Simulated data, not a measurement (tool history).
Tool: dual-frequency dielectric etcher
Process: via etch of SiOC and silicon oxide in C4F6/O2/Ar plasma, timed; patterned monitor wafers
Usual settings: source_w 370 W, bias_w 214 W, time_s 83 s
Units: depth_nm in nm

| run | hour | source_w | bias_w | time_s | read-back reference wafer on the same gauge, depth_nm | depth_nm |
|---|---|---|---|---|---|---|
| 1 | 0 | 340 | 214 | 83 | 79.6 | 90.3 |
|  | 58.1 | wet clean of the chamber |
| 2 | 58.6 | 370 | 214 | 83 | 79.6 | 93.2 |
| 3 | 99.1 | 370 | 200 | 83 | 79.6 | 91.6 |
| 4 | 145.1 | 370 | 200 | 83 | 79.6 | 91.3 |
| 5 | 177.8 | 370 | 200 | 83 | 79.6 | 91.2 |
| 6 | 224.6 | 300 | 214 | 89.5 | 79.7 | 92.3 |
| 7 | 252.8 | 370 | 214 | 83 | 79.7 | 93.8 |
|  | 404.2 | bias power generator calibrated |
| 8 | 447.5 | 370 | 214 | 83 | 79.9 | 94 |
|  | 494.2 | wet clean of the chamber |
| 9 | 494.7 | 420 | 214 | 74.5 | 79.8 | 88.9 |
|  | 602.5 | upper electrode replaced |
| 10 | 614.1 | 420 | 214 | 74.5 | 79.9 | 89 |
| 11 | 682.7 | 420 | 214 | 74.5 | 80 | 88.5 |
| 12 | 752 | 370 | 214 | 83 | 80.2 | 94.4 |
| 13 | 796.1 | 410 | 258 | 95 | 80.2 | 120.5 |
| 14 | 838.8 | 420 | 214 | 83 | 80.2 | 99.3 |
|  | 902.7 | wet clean of the chamber |
| 15 | 903.2 | 370 | 255 | 71.5 | 80.3 | 86.9 |
| 16 | 922.7 | 370 | 200 | 83 | 80.3 | 91.9 |
| 17 | 986.8 | 370 | 200 | 83 | 80.3 | 92 |

The next listed run, before its measurement:
| 18 | 1039 | 370 | 230 | 83 | ? | ? |

Run 18 gave read-back reference wafer on the same gauge, depth_nm 80.4, depth_nm 97.2 nm.
Without the tool's hidden state the same run would have given depth_nm 95.9 nm.
